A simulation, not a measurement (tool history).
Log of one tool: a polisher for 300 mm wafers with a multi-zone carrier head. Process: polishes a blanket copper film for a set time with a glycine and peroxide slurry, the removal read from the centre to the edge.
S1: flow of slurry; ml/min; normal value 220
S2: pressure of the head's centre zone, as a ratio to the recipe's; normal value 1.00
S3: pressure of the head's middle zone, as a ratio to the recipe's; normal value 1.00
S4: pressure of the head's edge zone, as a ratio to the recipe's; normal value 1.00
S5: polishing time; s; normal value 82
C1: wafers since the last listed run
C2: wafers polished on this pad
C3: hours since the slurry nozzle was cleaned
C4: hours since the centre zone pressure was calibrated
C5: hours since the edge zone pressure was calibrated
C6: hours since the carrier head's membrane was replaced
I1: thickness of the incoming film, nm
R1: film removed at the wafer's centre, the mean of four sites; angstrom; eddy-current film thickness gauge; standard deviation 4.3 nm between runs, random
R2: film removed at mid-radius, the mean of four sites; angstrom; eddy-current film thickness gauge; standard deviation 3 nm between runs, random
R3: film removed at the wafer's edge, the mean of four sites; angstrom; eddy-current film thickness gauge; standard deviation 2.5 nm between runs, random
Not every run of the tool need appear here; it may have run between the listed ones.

run   hour   S1    S2    S3    S4  S5   C1    C2     C3     C4     C5     C6      I1    R1    R2    R3
  1    0.0  220  1.04  1.00  1.08  82    0  2128   58.0  319.4  207.9   10.1  1378.4  3388  3593  3673
      13.2  -- worn pad replaced by a new one
  2   22.4  220  1.00  1.00  1.00  63  171    85   80.4  341.8  230.3   32.5  1399.7  2617  2959  2902
  3   43.8  285  1.00  1.00  0.89  66  199   285  101.8  363.2  251.7   53.9  1382.3  2886  3178  2939
  4   74.3  220  1.00  1.00  1.00  82  284   570  132.3  393.7  282.2   84.4  1402.5  3372  3823  3724
  5  107.6  220  0.93  1.00  1.00  58  311   881  165.6  427.0  315.5  117.7  1381.0  2152  2636  2568
  6  135.9  295  1.00  1.00  0.91  66  264  1145  193.9  455.3  343.8  146.0  1396.3  2719  3096  2853
     160.5  -- edge zone pressure recalibrated
  7  161.2  180  0.92  1.00  1.10  82  217  1363  219.2  480.6    0.7  171.3  1410.2  2808  3515  3636
  8  190.5  220  1.06  1.00  1.00  82  273  1637  248.5  509.9   30.0  200.6  1381.7  3351  3634  3565
  9  206.4  185  0.97  1.00  0.96  82  148  1785  264.4  525.8   45.9  216.5  1384.3  2925  3435  3406
 10  235.9  220  1.00  1.00  1.00  82  275  2061  293.9  555.3   75.4  246.0  1411.7  3065  3551  3488
 11  257.9  220  1.04  1.00  1.08  82  205  2266  315.9  577.3   97.4  268.0  1397.3  3255  3542  3575
 12  272.5  220  1.00  1.00  1.00  82  136  2403  330.5  591.9  112.0  282.6  1388.0  3062  3449  3432
     276.7  -- centre zone pressure recalibrated
     286.8  -- worn pad replaced by a new one
 13  288.4  220  1.00  0.94  0.90  54   92    14  346.4   11.7  127.9  298.5  1420.5  2536  2493  2478
 14  317.9  220  1.00  1.00  1.00  82  275   290  375.9   41.2  157.4  328.0  1375.9  3735  3971  3853
 15  338.3  155  1.00  0.89  1.00  82  190   480  396.3   61.6  177.8  348.4  1403.2  3367  3387  3627

The next listed run, before its measurement:
 16  352.1  220  1.11  0.95  0.94  108  128  609  410.1  75.4  191.6  362.2  1383.5   ?   ?   ?

R1: 5239 angstrom
R2: 4962 angstrom
R3: 4904 angstrom
With no hidden state in the tool, this same run would have given R1 5664 angstrom, R2 5085 angstrom, R3 5027 angstrom.
